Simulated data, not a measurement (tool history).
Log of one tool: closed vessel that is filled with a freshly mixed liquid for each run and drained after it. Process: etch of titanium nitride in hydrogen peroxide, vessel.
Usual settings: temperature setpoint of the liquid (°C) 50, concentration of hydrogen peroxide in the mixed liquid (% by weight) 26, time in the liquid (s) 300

run   hour  temperature setpoint of the liquid (°C)  concentration of hydrogen peroxide in the mixed liquid (% by weight)  time in the liquid (s)  wafers since the last listed run  hours since the thermometer was replaced  hours since the peroxide flow meter was replaced  hours since the drum of peroxide was connected  hours since the gauge calibration  read-back film thickness of the titanium nitride reference wafer, read on the same gauge (nm)  thickness taken off the titanium nitride on a monitor wafer (nm)
  1      0                                       50                                                                  28.5                     300                                 0                                    1613.6                                            1412.9                                           857.7                              207.9                                                                                          40.02                                                             14.77
  2    8.1                                       50                                                                    26                     300                               592                                    1621.7                                              1421                                           865.8                                216                                                                                          39.99                                                              14.8
  3   18.9                                       50                                                                    26                     300                               790                                    1632.5                                            1431.8                                           876.6                              226.8                                                                                          40.02                                                             14.67
  4   26.7                                       50                                                                    26                     300                               570                                    1640.3                                            1439.6                                           884.4                              234.6                                                                                          40.01                                                             14.67
  5   34.5                                       50                                                                    26                     435                               570                                    1648.1                                            1447.4                                           892.2                              242.4                                                                                          39.97                                                             21.25
  6   52.2                                       50                                                                    26                     435                              1294                                    1665.8                                            1465.1                                           909.9                              260.1                                                                                          39.95                                                              21.4
  7   65.6                                       50                                                                    26                     300                               980                                    1679.2                                            1478.5                                           923.3                              273.5                                                                                          39.99                                                             14.61
  8   80.2                                       50                                                                    26                     300                              1067                                    1693.8                                            1493.1                                           937.9                              288.1                                                                                          40.04                                                             14.53
  9   89.9                                       57                                                                    26                     300                               709                                    1703.5                                            1502.8                                           947.6                              297.8                                                                                          39.97                                                              23.7
      92.8  -- thermometer replaced
 10   96.5                                       57                                                                    26                     300                               409                                       3.7                                            1509.4                                           954.2                              304.4                                                                                          40.02                                                             19.98
 11  105.3                                       57                                                                    26                     300                               643                                      12.5                                            1518.2                                             963                              313.2                                                                                          39.99                                                             20.19
 12    114                                       53                                                                    26                     235                               636                                      21.2                                            1526.9                                           971.7                              321.9                                                                                          40.02                                                             12.07
     116.4  -- gauge calibrated
 13  128.4                                       50                                                                  18.5                     300                              1053                                      35.6                                            1541.3                                           986.1                                 12                                                                                             40                                                              11.5
 14  150.1                                     54.5                                                                    26                     300                              1587                                      57.3                                              1563                                          1007.8                               33.7                                                                                          40.01                                                             16.98
 15  166.1                                       50                                                                  23.5                     300                              1170                                      73.3                                              1579                                          1023.8                               49.7                                                                                          40.01                                                             12.04
     173.3  -- new drum of peroxide connected
 16  179.2                                       50                                                                    26                     300                               885                                      86.4                                            1592.1                                             5.9                               62.8                                                                                          39.97                                                             12.52
 17  188.2                                       50                                                                    26                     300                               658                                      95.4                                            1601.1                                            14.9                               71.8                                                                                          40.02                                                             12.31
 18  223.7                                     56.5                                                                    30                     160                              2596                                     130.9                                            1636.6                                            50.4                              107.3                                                                                             40                                                             10.85
 19  231.6                                       50                                                                    26                     300                               577                                     138.8                                            1644.5                                            58.3                              115.2                                                                                          40.01                                                             12.37
 20    243                                     59.5                                                                    30                     300                               833                                     150.2                                            1655.9                                            69.7                              126.6                                                                                          39.98                                                             25.17
 21  249.4                                       47                                                                    19                     380                               468                                     156.6                                            1662.3                                            76.1                                133                                                                                          40.03                                                             11.91
     254.9  -- peroxide flow meter replaced
 22  291.6                                       50                                                                    30                     300                              3013                                     198.8                                              36.7                                           118.3                              175.2                                                                                          39.99                                                             13.14
 23  309.1                                       50                                                                    30                     150                              1280                                     216.3                                              54.2                                           135.8                              192.7                                                                                          39.99                                                              6.48
 24  320.2                                       50                                                                    23                     300                               811                                     227.4                                              65.3                                           146.9                              203.8                                                                                             40                                                             12.08
 25    333                                       50                                                                    26                     300                               936                                     240.2                                              78.1                                           159.7                              216.6                                                                                          40.01                                                             12.45
 26  348.1                                       43                                                                    26                     205                              1104                                     255.3                                              93.2                                           174.8                              231.7                                                                                          39.97                                                              5.15
 27  357.2                                       50                                                                    26                     150                               665                                     264.4                                             102.3                                           183.9                              240.8                                                                                          40.02                                                              6.31
 28  366.6                                       50                                                                    26                     185                               687                                     273.8                                             111.7                                           193.3                              250.2                                                                                          39.98                                                              7.87
 29  376.3                                       50                                                                    26                     395                               709                                     283.5                                             121.4                                             203                              259.9                                                                                          40.02                                                             16.28
 30  384.2                                       50                                                                    26                     300                               577                                     291.4                                             129.3                                           210.9                              267.8                                                                                          39.99                                                             12.48

Forecast each of these 3 alternatives for the next run:
  A  384.9                                       50                                                                    21                     300                                51                                     292.1                                               130                                           211.6                              268.5                                                                                              ?                                                                 ?
  B  384.9                                     58.5                                                                  21.5                     375                                51                                     292.1                                               130                                           211.6                              268.5                                                                                              ?                                                                 ?
  C  384.9                                       50                                                                    23                     475                                51                                     292.1                                               130                                           211.6                              268.5                                                                                              ?                                                                 ?

run  read-back film thickness of the titanium nitride reference wafer, read on the same gauge (nm)  thickness taken off the titanium nitride on a monitor wafer (nm)
  A                                                                                          40.02                                                             11.98
  B                                                                                          40.02                                                             27.32
  C                                                                                          40.02                                                             19.34
Without the tool's hidden state the same runs would have given:
run  thickness taken off the titanium nitride on a monitor wafer (nm)
  A                                                             11.59
  B                                                             26.49
  C                                                             18.72
